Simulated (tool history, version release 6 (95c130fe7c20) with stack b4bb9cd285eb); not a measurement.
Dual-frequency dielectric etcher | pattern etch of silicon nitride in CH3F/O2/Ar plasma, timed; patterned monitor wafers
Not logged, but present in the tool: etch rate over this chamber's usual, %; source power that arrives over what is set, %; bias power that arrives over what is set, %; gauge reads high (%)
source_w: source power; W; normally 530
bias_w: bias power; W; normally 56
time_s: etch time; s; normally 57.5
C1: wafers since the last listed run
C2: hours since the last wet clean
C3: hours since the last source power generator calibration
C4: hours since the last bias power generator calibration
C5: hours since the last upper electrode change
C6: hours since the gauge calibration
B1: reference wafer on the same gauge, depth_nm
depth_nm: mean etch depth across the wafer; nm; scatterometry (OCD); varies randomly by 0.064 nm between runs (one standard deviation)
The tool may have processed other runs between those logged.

{"run": 1, "hour": 0.0, "source_w": 590, "bias_w": 61, "time_s": 57.5, "C1": 0, "C2": 87.6, "C3": 2262.7, "C4": 3111.1, "C5": 3802.8, "C6": 21, "B1": 46.02, "depth_nm": 46.15}
{"run": 2, "hour": 58.5, "source_w": 590, "bias_w": 61, "time_s": 57.5, "C1": 567, "C2": 146.1, "C3": 2321.2, "C4": 3169.6, "C5": 3861.3, "C6": 79.5, "B1": 46.01, "depth_nm": 45.98}
{"run": 3, "hour": 123.5, "source_w": 590, "bias_w": 61, "time_s": 57.5, "C1": 630, "C2": 211.1, "C3": 2386.2, "C4": 3234.6, "C5": 3926.3, "C6": 144.5, "B1": 46, "depth_nm": 45.96}
{"run": 4, "hour": 167.2, "source_w": 530, "bias_w": 56, "time_s": 57.5, "C1": 423, "C2": 254.8, "C3": 2429.9, "C4": 3278.3, "C5": 3970, "C6": 188.2, "B1": 45.99, "depth_nm": 42.98}
{"run": 5, "hour": 207.0, "source_w": 530, "bias_w": 56, "time_s": 57.5, "C1": 386, "C2": 294.6, "C3": 2469.7, "C4": 3318.1, "C5": 4009.8, "C6": 228, "B1": 46, "depth_nm": 42.86}
{"run": 6, "hour": 262.4, "source_w": 530, "bias_w": 56, "time_s": 57.5, "C1": 537, "C2": 350, "C3": 2525.1, "C4": 3373.5, "C5": 4065.2, "C6": 283.4, "B1": 45.99, "depth_nm": 42.83}
{"hour": 291.2, "done": "bias power generator calibrated"}
{"run": 7, "hour": 319.1, "source_w": 530, "bias_w": 67, "time_s": 52, "C1": 511, "C2": 406.7, "C3": 2581.8, "C4": 27.9, "C5": 4121.9, "C6": 340.1, "B1": 46.01, "depth_nm": 40.17}
{"hour": 344.9, "done": "wet clean of the chamber"}
{"hour": 362.8, "done": "source power generator calibrated"}
{"run": 8, "hour": 381.3, "source_w": 530, "bias_w": 56, "time_s": 57.5, "C1": 331, "C2": 36.4, "C3": 18.5, "C4": 90.1, "C5": 4184.1, "C6": 402.3, "B1": 46.01, "depth_nm": 42.31}
{"hour": 397.2, "done": "gauge calibrated"}
{"hour": 468.1, "done": "upper electrode replaced"}
{"run": 9, "hour": 468.6, "source_w": 410, "bias_w": 52, "time_s": 44.5, "C1": 614, "C2": 123.7, "C3": 105.8, "C4": 177.4, "C5": 0.5, "C6": 71.4, "B1": 45.99, "depth_nm": 28.62}
{"run": 10, "hour": 505.8, "source_w": 530, "bias_w": 69, "time_s": 70, "C1": 360, "C2": 160.9, "C3": 143, "C4": 214.6, "C5": 37.7, "C6": 108.6, "B1": 45.99, "depth_nm": 53.92}
{"run": 11, "hour": 596.5, "source_w": 640, "bias_w": 56, "time_s": 69, "C1": 879, "C2": 251.6, "C3": 233.7, "C4": 305.3, "C5": 128.4, "C6": 199.3, "B1": 46.03, "depth_nm": 54.86}
{"run": 12, "hour": 668.2, "source_w": 590, "bias_w": 60, "time_s": 69.5, "C1": 695, "C2": 323.3, "C3": 305.4, "C4": 377, "C5": 200.1, "C6": 271, "B1": 46, "depth_nm": 53.92}
{"hour": 741.0, "done": "wet clean of the chamber"}
{"run": 13, "hour": 741.5, "source_w": 530, "bias_w": 56, "time_s": 41.5, "C1": 478, "C2": 0.5, "C3": 378.7, "C4": 450.3, "C5": 273.4, "C6": 344.3, "B1": 45.99, "depth_nm": 30.67}
{"run": 14, "hour": 765.4, "source_w": 530, "bias_w": 56, "time_s": 57.5, "C1": 231, "C2": 24.4, "C3": 402.6, "C4": 474.2, "C5": 297.3, "C6": 368.2, "B1": 46.01, "depth_nm": 42.45}

Each row is a separate what-if for the run after 14, all from the same tool condition, not one after another. Results?
{"run": "A", "hour": 765.8, "source_w": 530, "bias_w": 56, "time_s": 57.5, "C1": 3, "C2": 24.8, "C3": 403, "C4": 474.6, "C5": 297.7, "C6": 368.6, "B1": "?", "depth_nm": "?"}
{"run": "B", "hour": 765.8, "source_w": 640, "bias_w": 51, "time_s": 57.5, "C1": 3, "C2": 24.8, "C3": 403, "C4": 474.6, "C5": 297.7, "C6": 368.6, "B1": "?", "depth_nm": "?"}
{"run": "C", "hour": 765.8, "source_w": 420, "bias_w": 64, "time_s": 62, "C1": 3, "C2": 24.8, "C3": 403, "C4": 474.6, "C5": 297.7, "C6": 368.6, "B1": "?", "depth_nm": "?"}
{"run": "D", "hour": 765.8, "source_w": 530, "bias_w": 56, "time_s": 67.5, "C1": 3, "C2": 24.8, "C3": 403, "C4": 474.6, "C5": 297.7, "C6": 368.6, "B1": "?", "depth_nm": "?"}

run=A B1=45.98 depth_nm=42.39
run=B B1=45.98 depth_nm=45.13
run=C B1=45.98 depth_nm=42.5
run=D B1=45.98 depth_nm=49.76
Without the tool's hidden state the same runs would have given:
run=A depth_nm=42.44
run=B depth_nm=45.18
run=C depth_nm=42.55
run=D depth_nm=49.82
